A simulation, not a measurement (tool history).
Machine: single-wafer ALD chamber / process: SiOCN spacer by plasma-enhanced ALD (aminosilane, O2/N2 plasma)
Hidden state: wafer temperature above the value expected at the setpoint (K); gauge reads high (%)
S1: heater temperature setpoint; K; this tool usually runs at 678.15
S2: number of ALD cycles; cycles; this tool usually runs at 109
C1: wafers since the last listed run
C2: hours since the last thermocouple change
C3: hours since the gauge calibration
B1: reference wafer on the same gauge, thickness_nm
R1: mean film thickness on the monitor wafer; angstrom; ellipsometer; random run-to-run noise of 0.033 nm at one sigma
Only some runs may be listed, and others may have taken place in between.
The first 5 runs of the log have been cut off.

run   hour      S1   S2  C1     C2     C3     B1     R1
  6   56.6  678.15  109  38  815.1    173  6.627   69.2
  7   66.5  678.15  109  33    825  182.9  6.633  69.24
  8   74.7  678.15  119  27  833.2  191.1   6.63  76.07
  9   84.8  678.15  119  33  843.3  201.2  6.627  75.26
      87.4  -- gauge calibrated
 10   91.2  678.15  119  21  849.7    3.8  6.627  74.97
 11  100.9  683.15   95  32  859.4   13.5  6.635  59.46
 12  116.7  683.15   95  52  875.2   29.3  6.632   59.5
 13  131.9  678.15  109  50  890.4   44.5  6.629  68.67
 14  148.4  678.15  101  55  906.9     61  6.641  64.06
 15  157.8  678.15   92  31  916.3   70.4  6.625  58.17
 16  167.5  678.15  109  32    926   80.1  6.622  69.14
 17  184.8  668.15   97  57  943.3   97.4  6.627   62.1
 18  196.9  671.15  109  40  955.4  109.5   6.63  70.06
 19  204.2  684.15   93  24  962.7  116.8   6.63  57.54

Run 20 comes next. What will it give?
 20  212.3  668.15  130  27  970.8  124.9   ?   ?

{"run 20": {"B1": 6.628, "R1": 82.79}}
Minus the tool's unlogged condition, the same run would have read R1 82.79 angstrom.

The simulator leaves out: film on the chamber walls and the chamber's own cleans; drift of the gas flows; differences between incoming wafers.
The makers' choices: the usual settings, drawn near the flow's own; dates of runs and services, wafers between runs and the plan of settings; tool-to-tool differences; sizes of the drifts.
